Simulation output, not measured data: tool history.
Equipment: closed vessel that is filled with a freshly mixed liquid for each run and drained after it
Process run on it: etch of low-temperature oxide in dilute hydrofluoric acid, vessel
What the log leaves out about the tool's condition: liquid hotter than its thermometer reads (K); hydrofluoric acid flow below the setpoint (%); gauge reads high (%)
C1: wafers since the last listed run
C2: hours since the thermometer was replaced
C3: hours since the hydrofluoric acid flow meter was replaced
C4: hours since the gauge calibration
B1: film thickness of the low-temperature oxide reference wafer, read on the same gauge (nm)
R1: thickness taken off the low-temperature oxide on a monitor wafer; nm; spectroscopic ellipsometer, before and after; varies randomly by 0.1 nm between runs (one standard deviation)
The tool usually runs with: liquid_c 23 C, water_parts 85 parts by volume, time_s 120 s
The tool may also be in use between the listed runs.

Run 1, day 0: usual settings; C1 0; C2 488.3; C3 496.7; C4 747.4; B1 100. Result: R1 22.29 nm.
Run 2, day 2.546: usual settings; C1 7963; C2 549.4; C3 557.8; C4 808.5; B1 100.03. Result: R1 22.28 nm.
Run 3, day 5.375: usual settings; C1 8850; C2 617.3; C3 625.7; C4 876.4; B1 99.96. Result: R1 22.16 nm.
At day 6.679: gauge calibrated.
Run 4, day 6.896: usual settings; C1 4757; C2 653.8; C3 662.2; C4 5.2; B1 100.01. Result: R1 22.26 nm.
Run 5, day 9.525: usual settings; C1 8224; C2 716.9; C3 725.3; C4 68.3; B1 100. Result: R1 22.32 nm.
At day 10.779: hydrofluoric acid flow meter replaced.
Run 6, day 10.908: usual settings; C1 4196; C2 750.1; C3 3.1; C4 101.5; B1 99.98. Result: R1 22.47 nm.
Run 7, day 12.825: usual settings; C1 5995; C2 796.1; C3 49.1; C4 147.5; B1 99.98. Result: R1 22.48 nm.
Run 8, day 15.125: usual settings but water_parts 95 parts by volume; C1 7194; C2 851.3; C3 104.3; C4 202.7; B1 100.04. Result: R1 20.15 nm.
Run 9, day 16.462: usual settings but water_parts 75 parts by volume; C1 4183; C2 883.4; C3 136.4; C4 234.8; B1 100.05. Result: R1 26.13 nm.
Run 10, day 17.604: usual settings but water_parts 75 parts by volume; C1 3571; C2 910.8; C3 163.8; C4 262.2; B1 99.99. Result: R1 25.96 nm.
Run 11, day 20.396: usual settings but water_parts 60 parts by volume; C1 8732; C2 977.8; C3 230.8; C4 329.2; B1 100.01. Result: R1 33.04 nm.
Run 12, day 22.808: usual settings but water_parts 60 parts by volume; C1 7546; C2 1035.7; C3 288.7; C4 387.1; B1 99.98. Result: R1 32.82 nm.
Run 13, day 24.3: usual settings; C1 4666; C2 1071.5; C3 324.5; C4 422.9; B1 100. Result: R1 22.47 nm.
Run 14, day 25.725: usual settings; C1 4457; C2 1105.7; C3 358.7; C4 457.1; B1 99.98. Result: R1 22.56 nm.
Run 15, day 28.167: usual settings; C1 7637; C2 1164.3; C3 417.3; C4 515.7; B1 100.03. Result: R1 22.39 nm.
At day 29.133: thermometer replaced.
Run 16, day 29.188: usual settings but time_s 165 s; C1 3062; C2 1.3; C3 441.8; C4 540.2; B1 100.01. Result: R1 29.78 nm.
Run 17, day 30.375: usual settings; C1 3714; C2 29.8; C3 470.3; C4 568.7; B1 100.01. Result: R1 22.05 nm.
Run 18, day 33.212: usual settings but liquid_c 27.5 C, water_parts 45 parts by volume, time_s 60 s; C1 8876; C2 97.9; C3 538.4; C4 636.8; B1 100. Result: R1 26.28 nm.
Run 19, day 34.821: usual settings but liquid_c 18.5 C, water_parts 120 parts by volume; C1 5031; C2 136.5; C3 577; C4 675.4; B1 99.97. Result: R1 12.39 nm.
Run 20, day 36.183: usual settings but water_parts 70 parts by volume, time_s 155 s; C1 4262; C2 169.2; C3 609.7; C4 708.1; B1 100.02. Result: R1 34.63 nm.
Run 21, day 38.6: usual settings but water_parts 115 parts by volume; C1 7559; C2 227.2; C3 667.7; C4 766.1; B1 100. Result: R1 15.63 nm.
Run 22, day 40.1: usual settings but liquid_c 27.5 C, water_parts 120 parts by volume, time_s 60 s; C1 4692; C2 263.2; C3 703.7; C4 802.1; B1 100. Result: R1 8.74 nm.
At day 40.85: hydrofluoric acid flow meter replaced.
At day 41.375: gauge calibrated.
Run 23, day 41.588: usual settings but liquid_c 25.5 C, water_parts 105 parts by volume, time_s 80 s; C1 4522; C2 298.9; C3 17.7; C4 5.1; B1 100. Result: R1 13.11 nm.
Run 24, day 42.942: usual settings but liquid_c 25 C, water_parts 120 parts by volume, time_s 50 s; C1 4236; C2 331.4; C3 50.2; C4 37.6; B1 100. Result: R1 6.88 nm.
Run 25, day 49.971: usual settings but liquid_c 25 C, water_parts 120 parts by volume, time_s 50 s; C1 21988; C2 500.1; C3 218.9; C4 206.3; B1 100. Result: R1 6.86 nm.
Run 26, day 52.267: usual settings; C1 7181; C2 555.2; C3 274; C4 261.4; B1 100.01. Result: R1 22.42 nm.
Run 27, day 54.504: usual settings but water_parts 55 parts by volume; C1 6999; C2 608.9; C3 327.7; C4 315.1; B1 100.03. Result: R1 36.14 nm.
Run 28, day 56.158: usual settings but liquid_c 20 C, time_s 155 s; C1 5174; C2 648.6; C3 367.4; C4 354.8; B1 100. Result: R1 25.6 nm.
Run 29, day 58.983: usual settings but liquid_c 25.5 C, water_parts 70 parts by volume, time_s 90 s; C1 8837; C2 716.4; C3 435.2; C4 422.6; B1 99.96. Result: R1 22.99 nm.

Here are 4 independent what-if runs from the current tool condition. What would each one return?
Run A, day 59.012: usual settings but water_parts 70 parts by volume; C1 91; C2 717.1; C3 435.9; C4 423.3; B1 ?. Result: R1 ?.
Run B, day 59.012: usual settings but water_parts 120 parts by volume, time_s 95 s; C1 91; C2 717.1; C3 435.9; C4 423.3; B1 ?. Result: R1 ?.
Run C, day 59.012: usual settings but time_s 65 s; C1 91; C2 717.1; C3 435.9; C4 423.3; B1 ?. Result: R1 ?.
Run D, day 59.012: usual settings but liquid_c 25 C; C1 91; C2 717.1; C3 435.9; C4 423.3; B1 ?. Result: R1 ?.

run     B1     R1
  A  99.98  27.62
  B  99.98  11.99
  C  99.98  12.09
  D  99.98  24.17
With no hidden state in the tool, these same runs would have given:
run     R1
  A  27.71
  B  12.04
  C  12.13
  D  24.26

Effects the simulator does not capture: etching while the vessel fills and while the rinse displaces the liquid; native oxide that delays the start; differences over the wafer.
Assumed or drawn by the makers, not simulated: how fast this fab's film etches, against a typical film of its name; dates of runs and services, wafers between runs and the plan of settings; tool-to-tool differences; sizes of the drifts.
